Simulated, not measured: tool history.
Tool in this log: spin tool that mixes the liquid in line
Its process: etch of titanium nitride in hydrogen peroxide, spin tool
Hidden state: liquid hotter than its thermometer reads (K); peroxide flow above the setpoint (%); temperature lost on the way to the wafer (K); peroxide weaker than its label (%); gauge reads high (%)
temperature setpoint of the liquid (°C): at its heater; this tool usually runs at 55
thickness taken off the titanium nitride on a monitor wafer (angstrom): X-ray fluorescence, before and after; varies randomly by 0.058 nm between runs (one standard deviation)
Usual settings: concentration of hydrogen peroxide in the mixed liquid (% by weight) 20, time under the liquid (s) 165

| run | hour | temperature setpoint of the liquid (°C) | concentration of hydrogen peroxide in the mixed liquid (% by weight) | time under the liquid (s) | wafers since the last listed run | hours since the thermometer was replaced | hours since the peroxide flow meter was replaced | hours since the heated supply line was repaired | hours since the drum of peroxide was connected | hours since the gauge calibration | read-back film thickness of the titanium nitride reference wafer, read on the same gauge (nm) | thickness taken off the titanium nitride on a monitor wafer (angstrom) |
|---|---|---|---|---|---|---|---|---|---|---|---|---|
| 1 | 0 | 55 | 20 | 165 | 0 | 16.5 | 30.4 | 3751.8 | 43.6 | 29.4 | 60.02 | 46.4 |
| 2 | 46.3 | 55 | 20 | 165 | 438 | 62.8 | 76.7 | 3798.1 | 89.9 | 75.7 | 59.97 | 45.1 |
|  | 49.2 | heated supply line repaired |
| 3 | 53.8 | 55 | 20 | 165 | 61 | 70.3 | 84.2 | 4.6 | 97.4 | 83.2 | 59.97 | 60.5 |
| 4 | 61.7 | 55 | 20 | 95 | 74 | 78.2 | 92.1 | 12.5 | 105.3 | 91.1 | 60.02 | 34 |
| 5 | 71.4 | 55 | 20 | 95 | 91 | 87.9 | 101.8 | 22.2 | 115 | 100.8 | 60.02 | 34.2 |
| 6 | 79.6 | 55 | 16 | 165 | 77 | 96.1 | 110 | 30.4 | 123.2 | 109 | 59.97 | 56.8 |
| 7 | 92 | 55 | 20 | 95 | 117 | 108.5 | 122.4 | 42.8 | 135.6 | 121.4 | 59.97 | 34.7 |
| 8 | 102.5 | 55 | 20 | 165 | 99 | 119 | 132.9 | 53.3 | 146.1 | 131.9 | 60.01 | 60.4 |
| 9 | 114.7 | 51.5 | 24.5 | 190 | 115 | 131.2 | 145.1 | 65.5 | 158.3 | 144.1 | 60.02 | 56.2 |
| 10 | 131.8 | 58 | 20 | 165 | 161 | 148.3 | 162.2 | 82.6 | 175.4 | 161.2 | 59.98 | 74.2 |
| 11 | 147.3 | 63 | 20 | 255 | 146 | 163.8 | 177.7 | 98.1 | 190.9 | 176.7 | 60.02 | 157.8 |
| 12 | 164 | 55 | 24 | 165 | 158 | 180.5 | 194.4 | 114.8 | 207.6 | 193.4 | 59.99 | 61.8 |
| 13 | 170 | 55 | 14.5 | 165 | 56 | 186.5 | 200.4 | 120.8 | 213.6 | 199.4 | 59.99 | 55.2 |
| 14 | 187.7 | 63 | 23 | 165 | 167 | 204.2 | 218.1 | 138.5 | 231.3 | 217.1 | 60.02 | 107.1 |
| 15 | 203.3 | 46.5 | 14.5 | 165 | 147 | 219.8 | 233.7 | 154.1 | 246.9 | 232.7 | 59.99 | 29.8 |
| 16 | 213.6 | 64 | 20 | 230 | 97 | 230.1 | 244 | 164.4 | 257.2 | 243 | 59.99 | 154.7 |
| 17 | 221.5 | 61 | 16.5 | 80 | 74 | 238 | 251.9 | 172.3 | 265.1 | 250.9 | 60.01 | 41.3 |
| 18 | 233.3 | 64.5 | 20 | 165 | 111 | 249.8 | 263.7 | 184.1 | 276.9 | 262.7 | 59.97 | 114.4 |
| 19 | 243 | 48.5 | 24.5 | 240 | 91 | 259.5 | 273.4 | 193.8 | 286.6 | 272.4 | 60.02 | 55.9 |
| 20 | 250.6 | 50.5 | 25 | 165 | 71 | 267.1 | 281 | 201.4 | 294.2 | 280 | 59.99 | 45 |
| 21 | 266.3 | 50.5 | 22 | 80 | 148 | 282.8 | 296.7 | 217.1 | 309.9 | 295.7 | 59.99 | 21.5 |
| 22 | 277.8 | 55 | 20 | 165 | 108 | 294.3 | 308.2 | 228.6 | 321.4 | 307.2 | 60 | 58.8 |
| 23 | 285.8 | 55 | 20 | 245 | 75 | 302.3 | 316.2 | 236.6 | 329.4 | 315.2 | 60 | 89.1 |
| 24 | 297.3 | 49.5 | 23.5 | 165 | 108 | 313.8 | 327.7 | 248.1 | 340.9 | 326.7 | 59.99 | 40.9 |
| 25 | 325.7 | 64.5 | 24.5 | 90 | 268 | 342.2 | 356.1 | 276.5 | 369.3 | 355.1 | 59.99 | 64.1 |
| 26 | 340.8 | 55 | 20 | 165 | 142 | 357.3 | 371.2 | 291.6 | 384.4 | 370.2 | 59.97 | 57.8 |

Branching from run 26: 3 alternative next runs. What would each branch give?
| A | 341.3 | 55 | 20 | 165 | 4 | 357.8 | 371.7 | 292.1 | 384.9 | 370.7 | ? | ? |
| B | 341.3 | 62.5 | 18.5 | 260 | 4 | 357.8 | 371.7 | 292.1 | 384.9 | 370.7 | ? | ? |
| C | 341.3 | 55 | 14 | 165 | 4 | 357.8 | 371.7 | 292.1 | 384.9 | 370.7 | ? | ? |

| run | read-back film thickness of the titanium nitride reference wafer, read on the same gauge (nm) | thickness taken off the titanium nitride on a monitor wafer (angstrom) |
|---|---|---|
| A | 59.96 | 59.1 |
| B | 59.96 | 153.3 |
| C | 59.96 | 54.8 |
With the hidden condition removed and each run's random variation left untouched, the same runs would have given:
| run | thickness taken off the titanium nitride on a monitor wafer (angstrom) |
|---|---|
| A | 60.9 |
| B | 157.8 |
| C | 56.5 |
